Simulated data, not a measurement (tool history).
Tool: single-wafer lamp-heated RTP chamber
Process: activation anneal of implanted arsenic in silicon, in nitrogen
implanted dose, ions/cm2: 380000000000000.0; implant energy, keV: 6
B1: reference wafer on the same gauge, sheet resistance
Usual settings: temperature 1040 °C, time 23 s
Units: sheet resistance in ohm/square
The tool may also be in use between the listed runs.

run 1 day=0.000 | temperature=1040 time=23 | B1=283.80 | sheet_resistance=279.79
run 2 day=1.217 | temperature=1040 time=23 | B1=283.81 | sheet_resistance=276.07
run 3 day=3.188 | temperature=1040 time=23 | B1=283.83 | sheet_resistance=279.39
run 4 day=4.433 | temperature=1040 time=23 | B1=283.88 | sheet_resistance=278.17
-- day=6.850 pyrometer window cleaned and pyrometer calibrated
run 5 day=6.871 | temperature=1040 time=34 | B1=284.31 | sheet_resistance=270.88
run 6 day=8.588 | temperature=1040 time=23 | B1=284.38 | sheet_resistance=279.44
run 7 day=11.029 | temperature=1026 time=20 | B1=284.24 | sheet_resistance=286.84
run 8 day=13.054 | temperature=1026 time=20 | B1=284.16 | sheet_resistance=286.09
run 9 day=14.562 | temperature=1040 time=23 | B1=284.78 | sheet_resistance=277.22
run 10 day=16.917 | temperature=1040 time=23 | B1=283.57 | sheet_resistance=277.88
-- day=18.821 reflector plate cleaned
-- day=19.296 pyrometer window cleaned and pyrometer calibrated
run 11 day=19.317 | temperature=1021 time=23 | B1=283.88 | sheet_resistance=285.91
run 12 day=21.596 | temperature=1021 time=23 | B1=283.49 | sheet_resistance=288.12
run 13 day=23.008 | temperature=1025 time=23 | B1=283.46 | sheet_resistance=282.67
run 14 day=25.692 | temperature=1025 time=23 | B1=284.08 | sheet_resistance=287.73
-- day=27.392 gauge calibrated
run 15 day=27.612 | temperature=1025 time=23 | B1=284.35 | sheet_resistance=284.82
run 16 day=30.092 | temperature=1040 time=23 | B1=283.98 | sheet_resistance=279.08
-- day=31.950 pyrometer window cleaned and pyrometer calibrated
run 17 day=33.088 | temperature=1040 time=23 | B1=284.87 | sheet_resistance=277.69
run 18 day=35.092 | temperature=1040 time=9 | B1=283.58 | sheet_resistance=298.86
run 19 day=37.604 | temperature=1050 time=23 | B1=284.30 | sheet_resistance=274.29
-- day=39.921 reflector plate cleaned
run 20 day=40.588 | temperature=1070 time=32 | B1=283.77 | sheet_resistance=261.18
run 21 day=42.208 | temperature=1040 time=23 | B1=284.03 | sheet_resistance=278.14
run 22 day=44.854 | temperature=1040 time=23 | B1=284.06 | sheet_resistance=278.73
-- day=46.404 pyrometer window cleaned and pyrometer calibrated
run 23 day=50.104 | temperature=1040 time=23 | B1=284.06 | sheet_resistance=276.49
run 24 day=52.817 | temperature=1021 time=28 | B1=284.43 | sheet_resistance=285.80
run 25 day=54.500 | temperature=1025 time=23 | B1=284.02 | sheet_resistance=285.48
run 26 day=57.042 | temperature=1019 time=23 | B1=283.80 | sheet_resistance=286.47
run 27 day=59.042 | temperature=1048 time=18 | B1=284.40 | sheet_resistance=280.99
run 28 day=60.442 | temperature=1040 time=23 | B1=283.97 | sheet_resistance=280.97
-- day=62.579 pyrometer window cleaned and pyrometer calibrated
run 29 day=63.312 | temperature=1040 time=23 | B1=284.47 | sheet_resistance=279.01
run 30 day=64.458 | temperature=1040 time=32 | B1=283.86 | sheet_resistance=275.35
-- day=65.604 reflector plate cleaned
run 31 day=66.025 | temperature=1012 time=36 | B1=284.32 | sheet_resistance=280.92
run 32 day=67.638 | temperature=1020 time=30 | B1=283.63 | sheet_resistance=282.25
run 33 day=69.496 | temperature=1040 time=23 | B1=283.81 | sheet_resistance=281.67
run 34 day=70.538 | temperature=1024 time=10 | B1=284.32 | sheet_resistance=303.15
run 35 day=71.642 | temperature=1057 time=12 | B1=284.00 | sheet_resistance=282.95

Forecast each of these 3 alternatives for the next run:
run A day=71.658 | temperature=1040 time=23 | B1=? | sheet_resistance=?
run B day=71.658 | temperature=1054 time=36 | B1=? | sheet_resistance=?
run C day=71.658 | temperature=1029 time=32 | B1=? | sheet_resistance=?

run=A B1=284.20 sheet_resistance=279.50
run=B B1=284.20 sheet_resistance=264.86
run=C B1=284.20 sheet_resistance=278.08
Without the tool's hidden state the same runs would have given:
run=A sheet_resistance=279.50
run=B sheet_resistance=264.86
run=C sheet_resistance=278.08
